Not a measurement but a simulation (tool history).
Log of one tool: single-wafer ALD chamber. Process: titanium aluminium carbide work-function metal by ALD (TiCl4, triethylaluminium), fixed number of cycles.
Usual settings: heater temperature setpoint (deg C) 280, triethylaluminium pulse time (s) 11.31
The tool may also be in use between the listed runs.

run,hour,heater temperature setpoint (deg C),triethylaluminium pulse time (s),"read-back reference wafer on the same gauge, thickness_nm",mean film thickness on the monitor wafer (nm)
1,0.0,280,13.71,1.922,2.055
2,70.4,280,13.71,1.917,2.069
3,165.8,280,11.31,1.923,2.067
4,232.9,280,11.31,1.921,2.082
5,270.7,280,11.31,1.919,2.094
# hour 301.9: thermocouple changed; heater temperature recalibrated
6,326.3,280,11.31,1.921,2.018
7,370.9,280,11.31,1.923,2.017
8,426.9,289,12.41,1.919,2.138
9,532.2,289,12.41,1.921,2.112
10,636.8,289,12.41,1.921,2.123
11,735.3,280,11.31,1.918,2.013
12,824.7,280,11.31,1.920,1.997
13,873.9,273,11.31,1.920,1.926
14,916.0,290,10.07,1.919,2.071
# hour 983.3: gauge calibrated
15,986.9,290,10.07,1.920,2.058
16,1023.6,280,12.95,1.921,2.034
17,1084.2,287,14.65,1.919,2.142
# hour 1139.7: triethylaluminium bottle replaced
18,1163.6,266,9.34,1.917,1.881

Run 19 comes next. What will it give?
# hour 1252.4: thermocouple changed; heater temperature recalibrated
19,1269.7,286,8.63,?,?

read-back reference wafer on the same gauge, thickness_nm: 1.923
mean film thickness on the monitor wafer (nm): 1.987
Without the tool's hidden state the same run would have given mean film thickness on the monitor wafer (nm) 2.014.
